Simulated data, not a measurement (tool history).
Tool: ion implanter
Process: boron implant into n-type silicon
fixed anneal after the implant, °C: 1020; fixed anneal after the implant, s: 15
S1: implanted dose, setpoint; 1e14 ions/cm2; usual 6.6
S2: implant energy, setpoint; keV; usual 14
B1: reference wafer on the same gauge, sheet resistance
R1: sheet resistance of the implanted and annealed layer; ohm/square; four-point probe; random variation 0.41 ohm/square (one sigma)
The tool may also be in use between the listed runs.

run,hour,S1,S2,B1,R1
1,0,6.6,14,216,185.47
2,42.1,6.6,14,215.79,186.12
3,112.8,7.7,17.5,216.05,158.3
4,165.7,7.7,17.5,216.08,158.74
5,254.1,6.6,14,215.94,184.32
6,320.2,6.6,14,215.96,185.05
7,378.8,6.6,14,216.01,184.06
# hour 412: extraction supply calibrated
8,467.6,6.19,14,216.17,194.28
# hour 484: gauge calibrated
9,506.6,7.64,18,216.06,158.02
10,558.1,6.07,9.5,215.96,204.22
# hour 615.8: Faraday cup replaced and dose calibrated
11,656.4,7.95,12,216.02,156.35
12,750.1,6.6,11.5,216.12,182.98
# hour 800.7: Faraday cup replaced and dose calibrated, repeated, since the last time left the tool worse
13,835.7,6.6,14,215.95,189.3
14,929.1,7.4,9,216.06,179.97
15,1010.4,5.93,16.5,216.01,203.61
16,1048,7.52,12,215.96,171.36
17,1105.8,7.94,14,216.08,161.25

What the log doesn't show, run by run:
deviation of the true energy from its setpoint, %: 0 in every run
gauge reads high (%): 0 in every run
H1: deviation of the true dose from the Faraday cup's reading, %
run,H1
1,2.3
2,2.41
3,2.61
4,2.76
5,3.02
6,3.23
7,3.41
8,3.71
9,3.84
10,4.02
11,6.48
12,6.49
13,0.463
14,0.475
15,0.497
16,0.51
17,0.535

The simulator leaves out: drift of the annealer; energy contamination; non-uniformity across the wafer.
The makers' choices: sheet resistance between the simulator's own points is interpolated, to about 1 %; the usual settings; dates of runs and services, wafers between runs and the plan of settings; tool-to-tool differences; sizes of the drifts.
